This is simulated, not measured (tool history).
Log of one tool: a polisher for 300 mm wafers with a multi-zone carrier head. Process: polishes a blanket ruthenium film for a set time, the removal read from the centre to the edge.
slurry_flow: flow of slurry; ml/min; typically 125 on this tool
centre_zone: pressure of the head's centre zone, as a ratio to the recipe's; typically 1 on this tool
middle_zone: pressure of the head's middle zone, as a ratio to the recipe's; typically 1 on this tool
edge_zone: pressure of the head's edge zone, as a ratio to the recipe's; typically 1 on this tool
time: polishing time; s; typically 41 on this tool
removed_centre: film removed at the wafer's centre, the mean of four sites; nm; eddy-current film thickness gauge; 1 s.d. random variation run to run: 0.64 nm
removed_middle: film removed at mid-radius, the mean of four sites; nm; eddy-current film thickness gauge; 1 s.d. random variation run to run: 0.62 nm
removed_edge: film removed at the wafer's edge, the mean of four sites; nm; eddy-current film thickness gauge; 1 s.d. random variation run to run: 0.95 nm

run,hour,slurry_flow,centre_zone,middle_zone,edge_zone,time,"incoming thickness of the incoming film, nm",removed_centre,removed_middle,removed_edge
1,0,115,1,1,1,41,238.2,66.1,65.3,66.9
2,67.9,115,1,1,1,41,235.8,66.1,66.2,65.7
3,163.6,115,1,1,1,41,239.4,64.6,63.8,64.4
4,257.5,125,1,1,1,41,238.2,75.7,75.3,75.5
5,305.8,125,1,1,1,41,241.6,76,76.7,77.2
6,410.7,125,1,1,1,41,243.4,75.7,74.2,78.1
7,464.8,125,1,1,1.04,41,235.8,75.3,74.8,77.3
8,551.1,125,1,1,1,41,237.3,72.8,72.9,74.4
9,599.1,125,1.05,1,1,41,241.3,80.2,76.1,76.1
10,645.8,125,1,1,1,41,239.8,76.4,76.7,77.1
11,701.9,125,1,1,1,41,236.6,76.2,76.7,75.9
12,741.7,125,0.9,1.05,1,41,242.4,68.6,78.2,76.6
13,778,125,1,1.06,1,41,237.5,75.9,77.8,75.5
14,850.5,125,1,1,1,41,235.5,72.9,72.9,74.4
15,919.6,125,1,0.94,1,49,240.2,92.1,87.5,90
16,991.4,125,1,1,1.09,48,241.4,89.2,88.9,91.9
17,1030.9,125,0.9,1,1,41,238.3,69.5,75.7,77.7
18,1077.9,125,0.95,0.96,1.06,32,239.8,55.9,56.6,61.4
19,1134.5,125,1,1,0.91,41,236.7,74.7,74.5,72.6
20,1186.3,125,0.88,1,1,41,239.2,65.7,73.3,73.2
21,1257.8,100,1,0.95,1.04,41,240.6,72.2,70.5,75.3
22,1351.8,125,1,1,1,41,244.9,76.4,75,76.1

The log once held 12 entries between its listed runs, left out of this copy. Where does each go, and what is different about the tool's unlogged condition between the listed run before it and the listed run after it?
In the gap between runs 1 and 2: centre zone pressure recalibrated (hour 60.2)
  removal rate lost through wear of the pad, %: 12.4 -> 12.8
  measured result minus the result with no hidden state, removed_centre: -9.4 -> -9.7 nm; removed_middle: -9.2 -> -9.7 nm; removed_edge: -9.5 -> -9.6 nm
In the gap between runs 3 and 4: worn pad replaced by a new one, repeated, since the last time left the tool worse (hour 244.9)
  removal rate lost through wear of the pad, %: 14 -> 0.374
  measured result minus the result with no hidden state, removed_centre: -10.6 -> -0.3 nm; removed_middle: -10.4 -> -0.3 nm; removed_edge: -10.5 -> -0.3 nm
In the gap between runs 5 and 6: carrier head's membrane replaced by a new one (hour 314.7); edge zone pressure recalibrated (hour 327.1)
  removal rate lost through wear of the pad, %: 0.546 -> 1.7
  measured result minus the result with no hidden state, removed_centre: -0.4 -> -1.3 nm; removed_middle: -0.4 -> -1.3 nm; removed_edge: -0.4 -> -1.4 nm
In the gap between runs 8 and 9: worn pad replaced by a new one (hour 577.2)
  removal rate lost through wear of the pad, %: 4.91 -> 0.0718
  measured result minus the result with no hidden state, removed_centre: -3.8 -> +0 nm; removed_middle: -3.7 -> +0 nm; removed_edge: -3.8 -> +0 nm
In the gap between runs 11 and 12: slurry nozzle cleaned (hour 706.1)
  removal rate lost through wear of the pad, %: 0.802 -> 1.36
  measured result minus the result with no hidden state, removed_centre: -0.6 -> -0.9 nm; removed_middle: -0.6 -> -1.1 nm; removed_edge: -0.6 -> -1 nm
In the gap between runs 12 and 13: centre zone pressure recalibrated (hour 773.1)
  removal rate lost through wear of the pad, %: 1.36 -> 2
  measured result minus the result with no hidden state, removed_centre: -0.9 -> -1.6 nm; removed_middle: -1.1 -> -1.6 nm; removed_edge: -1 -> -1.6 nm
In the gap between runs 13 and 14: edge zone pressure recalibrated (hour 850)
  removal rate lost through wear of the pad, %: 2 -> 3.67
  measured result minus the result with no hidden state, removed_centre: -1.6 -> -2.8 nm; removed_middle: -1.6 -> -2.8 nm; removed_edge: -1.6 -> -2.8 nm
In the gap between runs 14 and 15: worn pad replaced by a new one (hour 906.9)
  removal rate lost through wear of the pad, %: 3.67 -> 0.508
  measured result minus the result with no hidden state, removed_centre: -2.8 -> -0.5 nm; removed_middle: -2.8 -> -0.5 nm; removed_edge: -2.8 -> -0.5 nm
In the gap between runs 20 and 21: carrier head's membrane replaced by a new one (hour 1205.2); worn pad replaced by a new one (hour 1211)
  removal rate lost through wear of the pad, %: 4.28 -> 0.229
  measured result minus the result with no hidden state, removed_centre: -3 -> -0.1 nm; removed_middle: -3.3 -> -0.1 nm; removed_edge: -3.3 -> -0.1 nm
In the gap between runs 21 and 22: edge zone pressure recalibrated (hour 1350.7)
  removal rate lost through wear of the pad, %: 0.229 -> 1.08
  measured result minus the result with no hidden state, removed_centre: -0.1 -> -0.9 nm; removed_middle: -0.1 -> -0.9 nm; removed_edge: -0.1 -> -0.9 nm

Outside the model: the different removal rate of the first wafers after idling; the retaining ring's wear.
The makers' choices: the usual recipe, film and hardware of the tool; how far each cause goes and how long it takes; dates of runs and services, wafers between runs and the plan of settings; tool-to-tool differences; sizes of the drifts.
